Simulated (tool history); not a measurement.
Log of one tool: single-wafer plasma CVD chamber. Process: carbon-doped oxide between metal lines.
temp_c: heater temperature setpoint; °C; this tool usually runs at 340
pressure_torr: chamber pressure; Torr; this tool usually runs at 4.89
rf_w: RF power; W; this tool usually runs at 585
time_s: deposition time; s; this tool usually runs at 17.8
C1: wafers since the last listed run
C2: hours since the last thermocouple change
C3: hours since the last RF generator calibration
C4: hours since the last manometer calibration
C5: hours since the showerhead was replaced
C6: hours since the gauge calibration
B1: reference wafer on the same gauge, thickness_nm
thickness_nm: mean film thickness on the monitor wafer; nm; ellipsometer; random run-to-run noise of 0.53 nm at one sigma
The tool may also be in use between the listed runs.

Run 1, hour 0.0: usual settings but time_s 15.1 s; C1 0; C2 2255.4; C3 834.7; C4 1114.7; C5 6674.2; C6 846.1; B1 86.939. Result: thickness_nm 93.239 nm.
Run 2, hour 20.7: usual settings but time_s 15.1 s; C1 468; C2 2276.1; C3 855.4; C4 1135.4; C5 6694.9; C6 866.8; B1 86.911. Result: thickness_nm 92.453 nm.
At hour 54.2: capacitance manometer re-zeroed and calibrated.
Run 3, hour 54.7: usual settings; C1 588; C2 2310.1; C3 889.4; C4 0.5; C5 6728.9; C6 900.8; B1 86.853. Result: thickness_nm 107.881 nm.
At hour 66.9: thermocouple changed; heater temperature recalibrated.
Run 4, hour 76.9: usual settings but pressure_torr 4.16 Torr; C1 321; C2 10.0; C3 911.6; C4 22.7; C5 6751.1; C6 923.0; B1 87.145. Result: thickness_nm 105.096 nm.
Run 5, hour 111.5: usual settings but pressure_torr 4.16 Torr; C1 783; C2 44.6; C3 946.2; C4 57.3; C5 6785.7; C6 957.6; B1 87.002. Result: thickness_nm 104.133 nm.
Run 6, hour 147.2: usual settings but time_s 20.1 s; C1 808; C2 80.3; C3 981.9; C4 93.0; C5 6821.4; C6 993.3; B1 87.033. Result: thickness_nm 122.833 nm.
At hour 200.1: RF generator calibrated.
At hour 202.3: showerhead replaced.
Run 7, hour 220.7: usual settings but time_s 20.1 s; C1 1433; C2 153.8; C3 20.6; C4 166.5; C5 18.4; C6 1066.8; B1 87.094. Result: thickness_nm 122.592 nm.
Run 8, hour 241.3: usual settings; C1 466; C2 174.4; C3 41.2; C4 187.1; C5 39.0; C6 1087.4; B1 86.860. Result: thickness_nm 109.871 nm.
Run 9, hour 273.2: usual settings but temp_c 333 °C, pressure_torr 5.64 Torr, rf_w 495 W, time_s 15.9 s; C1 722; C2 206.3; C3 73.1; C4 219.0; C5 70.9; C6 1119.3; B1 87.080. Result: thickness_nm 92.710 nm.
Run 10, hour 319.3: usual settings but rf_w 505 W; C1 1043; C2 252.4; C3 119.2; C4 265.1; C5 117.0; C6 1165.4; B1 86.958. Result: thickness_nm 100.109 nm.
Run 11, hour 369.7: usual settings but temp_c 345 °C, pressure_torr 5.61 Torr; C1 1141; C2 302.8; C3 169.6; C4 315.5; C5 167.4; C6 1215.8; B1 87.077. Result: thickness_nm 110.131 nm.
Run 12, hour 384.0: usual settings; C1 323; C2 317.1; C3 183.9; C4 329.8; C5 181.7; C6 1230.1; B1 87.132. Result: thickness_nm 109.088 nm.
Run 13, hour 409.3: usual settings but time_s 19.5 s; C1 572; C2 342.4; C3 209.2; C4 355.1; C5 207.0; C6 1255.4; B1 86.937. Result: thickness_nm 117.780 nm.
Run 14, hour 431.5: usual settings but temp_c 333 °C, pressure_torr 5.76 Torr, rf_w 615 W, time_s 16.1 s; C1 502; C2 364.6; C3 231.4; C4 377.3; C5 229.2; C6 1277.6; B1 86.986. Result: thickness_nm 106.611 nm.
Run 15, hour 455.2: usual settings but temp_c 345 °C, rf_w 670 W; C1 536; C2 388.3; C3 255.1; C4 401.0; C5 252.9; C6 1301.3; B1 87.010. Result: thickness_nm 114.836 nm.
At hour 471.6: gauge calibrated.
Run 16, hour 474.2: usual settings but pressure_torr 3.70 Torr; C1 430; C2 407.3; C3 274.1; C4 420.0; C5 271.9; C6 2.6; B1 86.935. Result: thickness_nm 103.666 nm.
Run 17, hour 508.7: usual settings; C1 781; C2 441.8; C3 308.6; C4 454.5; C5 306.4; C6 37.1; B1 86.922. Result: thickness_nm 108.846 nm.
Run 18, hour 527.9: usual settings but rf_w 520 W; C1 434; C2 461.0; C3 327.8; C4 473.7; C5 325.6; C6 56.3; B1 87.011. Result: thickness_nm 102.149 nm.
Run 19, hour 553.9: usual settings but pressure_torr 4.27 Torr; C1 588; C2 487.0; C3 353.8; C4 499.7; C5 351.6; C6 82.3; B1 86.926. Result: thickness_nm 105.108 nm.
Run 20, hour 579.8: usual settings but pressure_torr 6.10 Torr; C1 586; C2 512.9; C3 379.7; C4 525.6; C5 377.5; C6 108.2; B1 87.063. Result: thickness_nm 112.409 nm.
Run 21, hour 614.5: usual settings; C1 785; C2 547.6; C3 414.4; C4 560.3; C5 412.2; C6 142.9; B1 86.886. Result: thickness_nm 109.496 nm.
Run 22, hour 633.8: usual settings but temp_c 351 °C, pressure_torr 5.37 Torr, rf_w 475 W, time_s 20.8 s; C1 437; C2 566.9; C3 433.7; C4 579.6; C5 431.5; C6 162.2; B1 86.890. Result: thickness_nm 111.761 nm.
Run 23, hour 652.4: usual settings but rf_w 500 W; C1 421; C2 585.5; C3 452.3; C4 598.2; C5 450.1; C6 180.8; B1 87.243. Result: thickness_nm 99.508 nm.
Run 24, hour 685.5: usual settings but temp_c 334 °C, pressure_torr 5.75 Torr, rf_w 635 W; C1 749; C2 618.6; C3 485.4; C4 631.3; C5 483.2; C6 213.9; B1 86.966. Result: thickness_nm 118.722 nm.
Run 25, hour 718.5: usual settings but temp_c 335 °C, time_s 16.6 s; C1 747; C2 651.6; C3 518.4; C4 664.3; C5 516.2; C6 246.9; B1 86.895. Result: thickness_nm 102.247 nm.
Run 26, hour 739.4: usual settings but temp_c 333 °C, pressure_torr 5.64 Torr, rf_w 495 W, time_s 15.9 s; C1 473; C2 672.5; C3 539.3; C4 685.2; C5 537.1; C6 267.8; B1 87.050. Result: thickness_nm 93.401 nm.
Run 27, hour 766.3: usual settings but rf_w 675 W; C1 609; C2 699.4; C3 566.2; C4 712.1; C5 564.0; C6 294.7; B1 87.062. Result: thickness_nm 117.264 nm.
Run 28, hour 792.0: usual settings but temp_c 335 °C, rf_w 525 W, time_s 15.4 s; C1 581; C2 725.1; C3 591.9; C4 737.8; C5 589.7; C6 320.4; B1 87.243. Result: thickness_nm 90.971 nm.

Predict each of these 5 candidate next runs independently; none follows another, all start after run 28:
Run A, hour 792.4: usual settings but rf_w 495 W; C1 9; C2 725.5; C3 592.3; C4 738.2; C5 590.1; C6 320.8; B1 ?. Result: thickness_nm ?.
Run B, hour 792.4: usual settings but temp_c 332 °C, pressure_torr 5.90 Torr, rf_w 615 W, time_s 14.5 s; C1 9; C2 725.5; C3 592.3; C4 738.2; C5 590.1; C6 320.8; B1 ?. Result: thickness_nm ?.
Run C, hour 792.4: usual settings but temp_c 348 °C, pressure_torr 5.32 Torr, rf_w 670 W, time_s 18.8 s; C1 9; C2 725.5; C3 592.3; C4 738.2; C5 590.1; C6 320.8; B1 ?. Result: thickness_nm ?.
Run D, hour 792.4: usual settings but rf_w 625 W; C1 9; C2 725.5; C3 592.3; C4 738.2; C5 590.1; C6 320.8; B1 ?. Result: thickness_nm ?.
Run E, hour 792.4: usual settings but rf_w 620 W; C1 9; C2 725.5; C3 592.3; C4 738.2; C5 590.1; C6 320.8; B1 ?. Result: thickness_nm ?.

run      B1  thickness_nm
  A  86.994        99.279
  B  86.994        96.325
  C  86.994       121.722
  D  86.994       111.994
  E  86.994       111.527
Had the tool no hidden state, the same runs would have come out as:
run  thickness_nm
  A        99.279
  B        96.325
  C       121.722
  D       111.994
  E       111.527

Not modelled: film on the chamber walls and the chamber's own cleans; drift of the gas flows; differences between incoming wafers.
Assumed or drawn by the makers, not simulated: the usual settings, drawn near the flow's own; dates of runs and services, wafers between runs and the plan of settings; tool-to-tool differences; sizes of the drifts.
